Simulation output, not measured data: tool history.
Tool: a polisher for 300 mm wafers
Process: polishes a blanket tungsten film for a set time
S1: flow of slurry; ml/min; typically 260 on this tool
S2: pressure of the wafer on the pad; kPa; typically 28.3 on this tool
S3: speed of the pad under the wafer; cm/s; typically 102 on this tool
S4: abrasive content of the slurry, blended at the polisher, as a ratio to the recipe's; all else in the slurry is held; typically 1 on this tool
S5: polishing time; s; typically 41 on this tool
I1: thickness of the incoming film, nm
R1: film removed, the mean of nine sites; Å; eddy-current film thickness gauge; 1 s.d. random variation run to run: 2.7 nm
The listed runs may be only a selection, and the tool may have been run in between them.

{"run": 1, "day": 0.0, "S1": 260, "S2": 28.3, "S3": 102, "S4": 1, "S5": 41, "I1": 1333.6, "R1": 1911}
{"day": 0.179, "done": "worn pad replaced by a new one"}
{"run": 2, "day": 0.612, "S1": 260, "S2": 28.3, "S3": 102, "S4": 1, "S5": 41, "I1": 1341.5, "R1": 1852}
{"run": 3, "day": 1.217, "S1": 260, "S2": 28.3, "S3": 102, "S4": 1, "S5": 41, "I1": 1321.3, "R1": 1924}
{"run": 4, "day": 1.783, "S1": 260, "S2": 28.3, "S3": 102, "S4": 1, "S5": 41, "I1": 1307.8, "R1": 1914}
{"day": 1.871, "done": "slurry blender recalibrated"}
{"run": 5, "day": 3.662, "S1": 260, "S2": 28.3, "S3": 102, "S4": 0.8, "S5": 41, "I1": 1344, "R1": 1863}
{"day": 3.942, "done": "slurry nozzle cleaned"}
{"run": 6, "day": 4.008, "S1": 260, "S2": 28.3, "S3": 102, "S4": 0.8, "S5": 41, "I1": 1331.8, "R1": 1834}
{"day": 4.433, "done": "head pressure recalibrated"}
{"run": 7, "day": 4.446, "S1": 260, "S2": 28.3, "S3": 102, "S4": 0.8, "S5": 41, "I1": 1312, "R1": 1830}
{"day": 4.646, "done": "slurry tank refilled with fresh slurry and peroxide"}
{"day": 4.65, "done": "worn pad replaced by a new one"}
{"run": 8, "day": 5.129, "S1": 260, "S2": 28.3, "S3": 102, "S4": 1, "S5": 41, "I1": 1343.7, "R1": 1919}
{"run": 9, "day": 5.679, "S1": 260, "S2": 28.3, "S3": 102, "S4": 1, "S5": 41, "I1": 1341.6, "R1": 1921}
{"run": 10, "day": 6.379, "S1": 260, "S2": 35.2, "S3": 102, "S4": 1, "S5": 55, "I1": 1346.9, "R1": 3132}
{"run": 11, "day": 6.971, "S1": 260, "S2": 28.3, "S3": 102, "S4": 1, "S5": 41, "I1": 1347, "R1": 1863}
{"run": 12, "day": 7.275, "S1": 260, "S2": 31.7, "S3": 102, "S4": 1, "S5": 35, "I1": 1338.2, "R1": 1775}
{"day": 8.15, "done": "slurry blender recalibrated"}
{"day": 8.979, "done": "worn pad replaced by a new one"}
{"run": 13, "day": 9.0, "S1": 260, "S2": 28.3, "S3": 82, "S4": 1, "S5": 41, "I1": 1317.6, "R1": 1522}
{"day": 9.058, "done": "slurry tank refilled with fresh slurry and peroxide"}
{"run": 14, "day": 9.2, "S1": 190, "S2": 28.3, "S3": 102, "S4": 1.2, "S5": 41, "I1": 1306.9, "R1": 1889}
{"run": 15, "day": 9.492, "S1": 260, "S2": 20.7, "S3": 126, "S4": 1.25, "S5": 51, "I1": 1349.4, "R1": 2307}
{"run": 16, "day": 10.212, "S1": 260, "S2": 28.3, "S3": 102, "S4": 1, "S5": 41, "I1": 1336.8, "R1": 1885}
{"run": 17, "day": 10.883, "S1": 260, "S2": 28.3, "S3": 80, "S4": 1, "S5": 37, "I1": 1332.9, "R1": 1342}
{"run": 18, "day": 11.517, "S1": 260, "S2": 28.3, "S3": 102, "S4": 1, "S5": 41, "I1": 1318.4, "R1": 1885}
{"run": 19, "day": 12.062, "S1": 285, "S2": 28.3, "S3": 72, "S4": 1, "S5": 41, "I1": 1325.4, "R1": 1349}

Consider 3 possible next runs. They are alternatives, not a sequence: every one starts from the tool as it was left by run 19. What does each give?
{"run": "A", "day": 12.079, "S1": 260, "S2": 28.3, "S3": 102, "S4": 1, "S5": 34, "I1": 1303.2, "R1": "?"}
{"run": "B", "day": 12.079, "S1": 260, "S2": 28.3, "S3": 102, "S4": 1, "S5": 36, "I1": 1303.2, "R1": "?"}
{"run": "C", "day": 12.079, "S1": 260, "S2": 28.3, "S3": 124, "S4": 1, "S5": 41, "I1": 1303.2, "R1": "?"}

run=A R1=1606
run=B R1=1701
run=C R1=2354
Stripped of hidden state, with their random variation kept, the same runs would have yielded:
run=A R1=1606
run=B R1=1701
run=C R1=2354
